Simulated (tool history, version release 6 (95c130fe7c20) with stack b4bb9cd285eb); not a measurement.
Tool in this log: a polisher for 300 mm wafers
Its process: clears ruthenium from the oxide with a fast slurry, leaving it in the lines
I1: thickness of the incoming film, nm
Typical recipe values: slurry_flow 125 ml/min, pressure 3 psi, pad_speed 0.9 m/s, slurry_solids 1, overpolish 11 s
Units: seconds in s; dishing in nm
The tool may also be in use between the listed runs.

run 1 hour=0 | slurry_flow=125 pressure=3 pad_speed=0.9 slurry_solids=1 overpolish=11 | I1=178 | seconds=47.7 dishing=20.7
run 2 hour=54.4 | slurry_flow=125 pressure=3 pad_speed=0.9 slurry_solids=1 overpolish=11 | I1=181.9 | seconds=49.7 dishing=20.4
run 3 hour=113.2 | slurry_flow=125 pressure=3 pad_speed=0.9 slurry_solids=1 overpolish=11 | I1=180.6 | seconds=49.1 dishing=20.7
run 4 hour=239.2 | slurry_flow=125 pressure=3 pad_speed=0.9 slurry_solids=1 overpolish=11 | I1=181.9 | seconds=47.3 dishing=20.6
run 5 hour=305.5 | slurry_flow=125 pressure=3 pad_speed=0.9 slurry_solids=1 overpolish=11 | I1=180.4 | seconds=50.7 dishing=21.2
run 6 hour=361.9 | slurry_flow=125 pressure=3.5 pad_speed=0.9 slurry_solids=1 overpolish=11 | I1=180.8 | seconds=44.6 dishing=22
run 7 hour=408.8 | slurry_flow=125 pressure=3.5 pad_speed=0.9 slurry_solids=1 overpolish=11 | I1=180.8 | seconds=47.4 dishing=21
run 8 hour=462.6 | slurry_flow=125 pressure=3.5 pad_speed=0.9 slurry_solids=1 overpolish=11 | I1=176.7 | seconds=40.4 dishing=23
run 9 hour=525.9 | slurry_flow=125 pressure=3 pad_speed=0.9 slurry_solids=1 overpolish=11 | I1=180.2 | seconds=49.4 dishing=20.4
run 10 hour=736.2 | slurry_flow=105 pressure=3 pad_speed=0.9 slurry_solids=1 overpolish=9 | I1=178.2 | seconds=51.7 dishing=18.1
run 11 hour=805.5 | slurry_flow=140 pressure=3 pad_speed=0.9 slurry_solids=1 overpolish=11 | I1=181.1 | seconds=46.1 dishing=21.8
run 12 hour=847.1 | slurry_flow=160 pressure=3.5 pad_speed=0.9 slurry_solids=1 overpolish=8 | I1=181.9 | seconds=38.4 dishing=20.2
run 13 hour=890.9 | slurry_flow=145 pressure=2.1 pad_speed=0.9 slurry_solids=0.85 overpolish=11 | I1=179.8 | seconds=81.6 dishing=16.3
run 14 hour=951.3 | slurry_flow=125 pressure=3 pad_speed=0.9 slurry_solids=1 overpolish=11 | I1=181.5 | seconds=52.9 dishing=20.3
run 15 hour=1005.6 | slurry_flow=90 pressure=2.5 pad_speed=1.2 slurry_solids=0.85 overpolish=11 | I1=178.5 | seconds=61.6 dishing=18.1
run 16 hour=1029.8 | slurry_flow=125 pressure=3 pad_speed=0.9 slurry_solids=1 overpolish=11 | I1=176.9 | seconds=46.4 dishing=20.4

Between the runs listed above, the log contained 13 entries, not reproduced here. Where in the sequence does each belong, and how does what the log doesn't record of the tool's condition differ from the listed run before to the listed run after?
Run 3 -> run 4: slurry blender recalibrated (hour 184.3); worn pad replaced by a new one (hour 187)
  removal rate lost through wear of the pad, %: 7.62 -> 1.07
  difference, measured minus the result without the unlogged condition, seconds: +3.7 -> +0.5 s; dishing: -0.7 -> -0.1 nm
Run 6 -> run 7: slurry blender recalibrated (hour 403)
  removal rate lost through wear of the pad, %: 8.95 -> 14.2
  difference, measured minus the result without the unlogged condition, seconds: +4 -> +6.7 s; dishing: -0.8 -> -1.4 nm
Run 7 -> run 8: worn pad replaced by a new one (hour 419)
  removal rate lost through wear of the pad, %: 14.2 -> 0.85
  difference, measured minus the result without the unlogged condition, seconds: +6.7 -> +0.3 s; dishing: -1.4 -> -0.1 nm
Run 8 -> run 9: slurry nozzle cleaned (hour 502.7)
  removal rate lost through wear of the pad, %: 0.85 -> 3.54
  difference, measured minus the result without the unlogged condition, seconds: +0.3 -> +1.8 s; dishing: -0.1 -> -0.3 nm
Run 9 -> run 10: head pressure recalibrated (hour 571.2); slurry blender recalibrated (hour 596.2); worn pad replaced by a new one (hour 607.5)
  removal rate lost through wear of the pad, %: 3.54 -> 5.4
  difference, measured minus the result without the unlogged condition, seconds: +1.8 -> +2.8 s; dishing: -0.3 -> -0.6 nm
Run 10 -> run 11: worn pad replaced by a new one (hour 791.6)
  removal rate lost through wear of the pad, %: 5.4 -> 1.07
  difference, measured minus the result without the unlogged condition, seconds: +2.8 -> +0.5 s; dishing: -0.6 -> -0.1 nm
Run 11 -> run 12: slurry blender recalibrated (hour 823.5)
  removal rate lost through wear of the pad, %: 1.07 -> 1.89
  difference, measured minus the result without the unlogged condition, seconds: +0.5 -> +0.7 s; dishing: -0.1 -> -0.2 nm
Run 15 -> run 16: slurry nozzle cleaned (hour 1015.9); worn pad replaced by a new one (hour 1017.5); slurry blender recalibrated (hour 1019.6)
  removal rate lost through wear of the pad, %: 14 -> 0.286
  difference, measured minus the result without the unlogged condition, seconds: +8.6 -> +0.1 s; dishing: -1.4 -> +0 nm
